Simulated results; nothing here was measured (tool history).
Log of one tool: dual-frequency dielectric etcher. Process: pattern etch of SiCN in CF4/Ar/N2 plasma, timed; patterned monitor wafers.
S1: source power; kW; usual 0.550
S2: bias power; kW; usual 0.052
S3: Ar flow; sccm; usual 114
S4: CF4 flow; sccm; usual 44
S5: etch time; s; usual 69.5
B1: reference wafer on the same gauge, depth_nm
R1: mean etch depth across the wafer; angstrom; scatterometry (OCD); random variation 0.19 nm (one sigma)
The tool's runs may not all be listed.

Run 1, hour 0.0: usual settings; B1 54.1. Result: R1 583 angstrom.
Run 2, hour 75.3: usual settings; B1 54.2. Result: R1 584 angstrom.
Run 3, hour 169.6: usual settings but S2 0.058 kW, S3 131 sccm; B1 54.2. Result: R1 592 angstrom.
Run 4, hour 245.0: usual settings but S2 0.058 kW, S3 131 sccm; B1 54.2. Result: R1 594 angstrom.
Run 5, hour 340.4: usual settings but S2 0.058 kW, S3 131 sccm; B1 54.1. Result: R1 594 angstrom.
Run 6, hour 403.2: usual settings but S4 53 sccm, S5 82.5 s; B1 54.2. Result: R1 719 angstrom.
At hour 433.0: bias power generator calibrated.
At hour 437.3: wet clean of the chamber.
Run 7, hour 500.7: usual settings; B1 54.2. Result: R1 585 angstrom.
At hour 568.4: source power generator calibrated.
Run 8, hour 573.7: usual settings but S5 76.0 s; B1 54.2. Result: R1 644 angstrom.
At hour 613.6: CF4 flow controller replaced.
Run 9, hour 657.4: usual settings; B1 54.2. Result: R1 580 angstrom.
At hour 719.9: gauge calibrated.
Run 10, hour 757.7: usual settings but S2 0.042 kW, S3 122 sccm, S5 55.0 s; B1 54.2. Result: R1 432 angstrom.
Run 11, hour 848.3: usual settings but S1 0.510 kW; B1 54.2. Result: R1 561 angstrom.
Run 12, hour 910.5: usual settings but S5 87.5 s; B1 54.2. Result: R1 727 angstrom.
At hour 939.8: wet clean of the chamber.
Run 13, hour 953.2: usual settings but S1 0.490 kW, S3 102 sccm; B1 54.2. Result: R1 560 angstrom.
At hour 1040.2: Ar flow controller replaced.
Run 14, hour 1049.3: usual settings but S3 122 sccm, S4 35 sccm; B1 54.2. Result: R1 557 angstrom.
Run 15, hour 1122.3: usual settings but S2 0.043 kW; B1 54.2. Result: R1 554 angstrom.
Run 16, hour 1185.6: usual settings but S1 0.680 kW, S3 105 sccm, S5 77.5 s; B1 54.2. Result: R1 729 angstrom.
Run 17, hour 1250.8: usual settings but S3 97 sccm, S5 61.5 s; B1 54.2. Result: R1 528 angstrom.
Run 18, hour 1348.7: usual settings; B1 54.2. Result: R1 582 angstrom.

The next listed run, before its measurement:
At hour 1397.0: wet clean of the chamber.
Run 19, hour 1420.7: usual settings but S2 0.059 kW; B1 ?. Result: R1 ?.

{"run 19": {"B1": 54.3, "R1": 606}}
Without the tool's hidden state the same run would have given R1 606 angstrom.
